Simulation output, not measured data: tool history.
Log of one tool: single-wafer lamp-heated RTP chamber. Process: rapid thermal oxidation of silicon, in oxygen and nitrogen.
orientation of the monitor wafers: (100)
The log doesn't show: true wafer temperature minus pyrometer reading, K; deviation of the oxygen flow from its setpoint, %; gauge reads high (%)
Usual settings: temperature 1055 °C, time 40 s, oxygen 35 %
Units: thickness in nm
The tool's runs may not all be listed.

run	hour	temperature	time	oxygen	wafers since the last listed run	wafers since the last pyrometer calibration	hours since the oxygen flow controller was replaced	hours since the gauge calibration	read-back reference wafer on the same gauge, thickness	thickness
1	0.0	1055	40	35	0	1800	4016.5	463.0	4.940	4.672
2	33.4	1072	40	26	251	2052	4049.9	496.4	4.939	4.692
3	49.5	1055	51	35	121	2173	4066.0	512.5	4.938	5.187
4	127.0	1055	51	35	583	2756	4143.5	590.0	4.946	5.205
5	159.8	1055	25	35	246	3003	4176.3	622.8	4.939	3.869
6	186.3	1055	25	35	199	3202	4202.8	649.3	4.939	3.884
7	212.7	1055	25	35	198	3401	4229.2	675.7	4.938	3.879
8	245.9	1055	40	46	249	3651	4262.4	708.9	4.937	5.184
# hour 261.3: gauge calibrated
9	271.0	1055	40	46	188	3840	4287.5	9.7	4.945	5.150
10	284.3	1055	45	44	100	3940	4300.8	23.0	4.945	5.342
11	322.5	1055	40	35	287	4227	4339.0	61.2	4.946	4.702
12	342.8	1055	40	35	152	4380	4359.3	81.5	4.945	4.724
13	365.5	1055	40	35	170	4551	4382.0	104.2	4.945	4.739
14	398.8	1055	40	35	250	4802	4415.3	137.5	4.941	4.742
15	418.5	1038	40	35	148	4950	4435.0	157.2	4.941	4.233
16	448.0	1055	40	23	222	5172	4464.5	186.7	4.938	4.101
17	468.3	1055	23	35	152	5325	4484.8	207.0	4.939	3.758
# hour 502.2: oxygen flow controller replaced
18	504.2	1055	40	23	209	5535	2.0	242.9	4.942	4.110
# hour 518.4: pyrometer window cleaned and pyrometer calibrated
19	526.8	1073	40	25	109	63	24.6	265.5	4.943	4.671
20	557.3	1055	40	22	229	292	55.1	296.0	4.938	3.978
21	588.3	1072	40	26	233	526	86.1	327.0	4.940	4.705
22	615.3	1055	40	35	203	729	113.1	354.0	4.937	4.654
23	630.3	1073	50	17	112	842	128.1	369.0	4.935	4.490
24	659.1	1072	22	56	216	1059	156.9	397.8	4.948	4.777
25	687.2	1042	32	35	211	1270	185.0	425.9	4.944	3.902
26	708.6	1055	21	47	161	1431	206.4	447.3	4.942	3.965
27	736.5	1046	40	35	209	1641	234.3	475.2	4.940	4.433
28	769.1	1073	40	17	245	1887	266.9	507.8	4.932	4.131
29	793.3	1069	33	43	182	2069	291.1	532.0	4.937	5.081
30	812.7	1055	51	35	146	2215	310.5	551.4	4.941	5.179
31	845.8	1083	40	17	249	2464	343.6	584.5	4.942	4.404
32	860.3	1039	40	17	109	2573	358.1	599.0	4.938	3.375
33	892.1	1055	40	35	239	2812	389.9	630.8	4.936	4.677
34	907.0	1072	40	26	112	2924	404.8	645.7	4.943	4.758
35	1010.6	1055	57	62	779	3704	508.4	749.3	4.943	6.722
# hour 1011.8: gauge calibrated
36	1028.3	1081	51	49	133	3837	526.1	16.5	4.941	6.970
37	1045.5	1055	40	35	129	3967	543.3	33.7	4.940	4.713

Hidden state at the last listed run before each entry between runs and at the first one after, where it differs:
Between runs 8 and 9: gauge calibrated (hour 261.3)
  true wafer temperature minus pyrometer reading, K: 2.06 -> 2.16
  measured less the result without the state, thickness: +0.071 -> +0.074 nm
Between runs 17 and 18: oxygen flow controller replaced (hour 502.2)
  true wafer temperature minus pyrometer reading, K: 2.97 -> 3.12
  measured less the result without the state, thickness: +0.068 -> +0.079 nm
Between runs 18 and 19: pyrometer window cleaned and pyrometer calibrated (hour 518.4)
  true wafer temperature minus pyrometer reading, K: 3.12 -> 0.367
  measured less the result without the state, thickness: +0.079 -> +0.011 nm
Between runs 35 and 36: gauge calibrated (hour 1011.8)
  true wafer temperature minus pyrometer reading, K: 2.36 -> 2.44
  measured less the result without the state, thickness: +0.106 -> +0.109 nm
